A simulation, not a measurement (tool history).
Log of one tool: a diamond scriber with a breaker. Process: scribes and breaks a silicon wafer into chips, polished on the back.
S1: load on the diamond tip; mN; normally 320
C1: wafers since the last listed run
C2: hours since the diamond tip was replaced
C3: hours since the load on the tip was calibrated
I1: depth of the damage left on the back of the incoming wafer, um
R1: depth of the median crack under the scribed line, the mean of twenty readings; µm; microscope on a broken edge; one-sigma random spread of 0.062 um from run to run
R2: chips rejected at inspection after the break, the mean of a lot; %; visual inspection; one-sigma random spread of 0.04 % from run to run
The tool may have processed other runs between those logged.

Run 1, hour 0: usual settings; C1 0; C2 23.7; C3 464.4; I1 0.05. Result: R1 7.72 µm, R2 0.55 %.
Run 2, hour 92.6: usual settings; C1 382; C2 116.3; C3 557; I1 0.04. Result: R1 7.78 µm, R2 0.65 %.
Run 3, hour 200.2: usual settings; C1 444; C2 223.9; C3 664.6; I1 0.04. Result: R1 7.73 µm, R2 0.65 %.
At hour 227.7: load on the tip recalibrated.
Run 4, hour 273.6: usual settings; C1 294; C2 297.3; C3 45.9; I1 0.02. Result: R1 7.46 µm, R2 0.73 %.
Run 5, hour 370.4: usual settings; C1 399; C2 394.1; C3 142.7; I1 0.02. Result: R1 7.52 µm, R2 0.78 %.
Run 6, hour 468.8: usual settings; C1 406; C2 492.5; C3 241.1; I1 0.03. Result: R1 7.41 µm, R2 0.89 %.
Run 7, hour 517.4: usual settings but S1 355 mN; C1 200; C2 541.1; C3 289.7; I1 0.05. Result: R1 7.51 µm, R2 0.64 %.
Run 8, hour 763.5: usual settings but S1 355 mN; C1 1015; C2 787.2; C3 535.8; I1 0.03. Result: R1 7.5 µm, R2 0.68 %.
Run 9, hour 800.9: usual settings but S1 355 mN; C1 154; C2 824.6; C3 573.2; I1 0.03. Result: R1 7.68 µm, R2 0.71 %.
Run 10, hour 840.4: usual settings but S1 278 mN; C1 163; C2 864.1; C3 612.7; I1 0.05. Result: R1 7.04 µm, R2 1.68 %.
At hour 907.9: load on the tip recalibrated.
Run 11, hour 930.8: usual settings; C1 364; C2 954.5; C3 22.9; I1 0.05. Result: R1 7.2 µm, R2 1.21 %.
At hour 963.3: diamond tip replaced by a new one.
Run 12, hour 1031.7: usual settings; C1 408; C2 68.4; C3 123.8; I1 0.01. Result: R1 7.57 µm, R2 0.66 %.
Run 13, hour 1072.1: usual settings; C1 166; C2 108.8; C3 164.2; I1 0.04. Result: R1 7.6 µm, R2 0.58 %.
Run 14, hour 1140.5: usual settings; C1 282; C2 177.2; C3 232.6; I1 0.04. Result: R1 7.62 µm, R2 0.6 %.
Run 15, hour 1226.2: usual settings; C1 353; C2 262.9; C3 318.3; I1 0.04. Result: R1 7.62 µm, R2 0.75 %.
Run 16, hour 1304.8: usual settings but S1 374 mN; C1 324; C2 341.5; C3 396.9; I1 0.03. Result: R1 8.02 µm, R2 0.77 %.
Run 17, hour 1360: usual settings but S1 374 mN; C1 227; C2 396.7; C3 452.1; I1 0.03. Result: R1 7.94 µm, R2 0.8 %.
Run 18, hour 1425.5: usual settings but S1 362 mN; C1 270; C2 462.2; C3 517.6; I1 0.05. Result: R1 7.84 µm, R2 0.69 %.
Run 19, hour 1477.4: usual settings; C1 214; C2 514.1; C3 569.5; I1 0.03. Result: R1 7.46 µm, R2 0.64 %.
Run 20, hour 1625.8: usual settings but S1 405 mN; C1 612; C2 662.5; C3 717.9; I1 0.03. Result: R1 8.28 µm, R2 1.04 %.
Run 21, hour 1679: usual settings but S1 415 mN; C1 219; C2 715.7; C3 771.1; I1 0.01. Result: R1 8.23 µm, R2 1.2 %.
At hour 1700.1: load on the tip recalibrated.
Run 22, hour 1762: usual settings; C1 334; C2 798.7; C3 61.9; I1 0.02. Result: R1 7.16 µm, R2 1.06 %.
At hour 1892.3: diamond tip replaced by a new one.
Run 23, hour 1902.4: usual settings but S1 377 mN; C1 571; C2 10.1; C3 202.3; I1 0.02. Result: R1 8.23 µm, R2 0.97 %.
Run 24, hour 2006.4: usual settings; C1 429; C2 114.1; C3 306.3; I1 0.05. Result: R1 7.66 µm, R2 0.72 %.
Run 25, hour 2224.6: usual settings but S1 367 mN; C1 900; C2 332.3; C3 524.5; I1 0.04. Result: R1 8.01 µm, R2 0.89 %.
Run 26, hour 2319.6: usual settings but S1 286 mN; C1 392; C2 427.3; C3 619.5; I1 0.03. Result: R1 7.33 µm, R2 0.92 %.
Run 27, hour 2427.2: usual settings but S1 360 mN; C1 444; C2 534.9; C3 727.1; I1 0.02. Result: R1 8 µm, R2 0.7 %.
Run 28, hour 2475.3: usual settings; C1 198; C2 583; C3 775.2; I1 0.02. Result: R1 7.59 µm, R2 0.71 %.
At hour 2497.9: load on the tip recalibrated.
Run 29, hour 2540.2: usual settings but S1 245 mN; C1 259; C2 647.9; C3 42.3; I1 0.04. Result: R1 6.7 µm, R2 2.7 %.
Run 30, hour 2642.7: usual settings but S1 288 mN; C1 423; C2 750.4; C3 144.8; I1 0.05. Result: R1 6.96 µm, R2 1.47 %.
Run 31, hour 2703.3: usual settings but S1 395 mN; C1 250; C2 811; C3 205.4; I1 0.02. Result: R1 7.85 µm, R2 0.63 %.
Run 32, hour 2767.6: usual settings; C1 265; C2 875.3; C3 269.7; I1 0.01. Result: R1 7.12 µm, R2 1.19 %.
Run 33, hour 2804.4: usual settings but S1 233 mN; C1 151; C2 912.1; C3 306.5; I1 0.03. Result: R1 6.46 µm, R2 3.32 %.
Run 34, hour 2857.2: usual settings but S1 389 mN; C1 217; C2 964.9; C3 359.3; I1 0.03. Result: R1 7.74 µm, R2 0.65 %.

The tool's hidden state at each run:
H1: share of the diamond tip's cutting effectiveness lost through wear, %
H2: deviation of the load on the tip from its setpoint, %
run     H1       H2
  1   1.54     4.56
  2   2.58     6.27
  3   3.79     8.63
  4   4.62   0.0101
  5   5.71    0.339
  6   6.82     1.02
  7   7.36     1.49
  8   10.1     5.15
  9   10.6     5.89
 10     11     6.74
 11     12  -0.0787
 12   1.53    0.188
 13   1.98    0.398
 14   2.75    0.887
 15   3.72     1.74
 16    4.6     2.75
 17   5.22      3.6
 18   5.96     4.74
 19   6.54     5.76
 20   8.21      9.2
 21   8.81     10.6
 22   9.74    0.461
 23  0.716     1.13
 24   1.89     2.08
 25   4.34     5.35
 26   5.41     7.31
 27   6.62     9.92
 28   7.16     11.2
 29   7.89    -0.25
 30   9.04   0.0952
 31   9.73    0.478
 32   10.5     1.03
 33   10.9     1.41
 34   11.5     2.04

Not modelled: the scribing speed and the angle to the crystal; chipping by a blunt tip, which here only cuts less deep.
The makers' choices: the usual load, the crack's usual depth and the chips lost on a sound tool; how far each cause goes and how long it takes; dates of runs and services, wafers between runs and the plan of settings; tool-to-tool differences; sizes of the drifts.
